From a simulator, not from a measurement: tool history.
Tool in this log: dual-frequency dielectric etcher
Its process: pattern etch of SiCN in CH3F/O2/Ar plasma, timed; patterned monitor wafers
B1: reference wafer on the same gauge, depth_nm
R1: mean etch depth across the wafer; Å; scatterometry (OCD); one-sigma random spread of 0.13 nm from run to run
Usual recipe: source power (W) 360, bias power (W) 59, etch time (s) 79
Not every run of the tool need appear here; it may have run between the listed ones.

Run 1, hour 0: usual settings; B1 25.18. Result: R1 282.6 Å.
Run 2, hour 23.8: usual settings but bias power (W) 51, etch time (s) 63; B1 25.21. Result: R1 211.2 Å.
Run 3, hour 44.4: usual settings; B1 25.2. Result: R1 279.7 Å.
Run 4, hour 77.2: usual settings but source power (W) 310; B1 25.21. Result: R1 268.8 Å.
Run 5, hour 99.1: usual settings but source power (W) 310; B1 25.19. Result: R1 269.6 Å.
At hour 137.3: wet clean of the chamber.
At hour 141.7: bias power generator calibrated.
Run 6, hour 142.2: usual settings but source power (W) 310; B1 25.18. Result: R1 259.6 Å.
Run 7, hour 149.7: usual settings; B1 25.19. Result: R1 275.7 Å.
Run 8, hour 169.5: usual settings; B1 25.21. Result: R1 274.4 Å.
Run 9, hour 187.6: usual settings but source power (W) 330, bias power (W) 53; B1 25.19. Result: R1 257.5 Å.
At hour 232.4: upper electrode replaced.
Run 10, hour 232.9: usual settings but source power (W) 400, etch time (s) 58; B1 25.22. Result: R1 209.7 Å.
Run 11, hour 242.5: usual settings but source power (W) 400, bias power (W) 52, etch time (s) 100.5; B1 25.18. Result: R1 345 Å.
Run 12, hour 262.4: usual settings but bias power (W) 51, etch time (s) 63; B1 25.2. Result: R1 207.5 Å.

Run 13, settings as shown, results not yet in. Your forecast:
At hour 282.5: gauge calibrated.
Run 13, hour 294.6: usual settings but bias power (W) 55, etch time (s) 96.5; B1 ?. Result: R1 ?.

Logged for run 13: B1 25.16, R1 330.4 Å.
Minus the tool's unlogged condition, the same run would have read R1 325 Å.
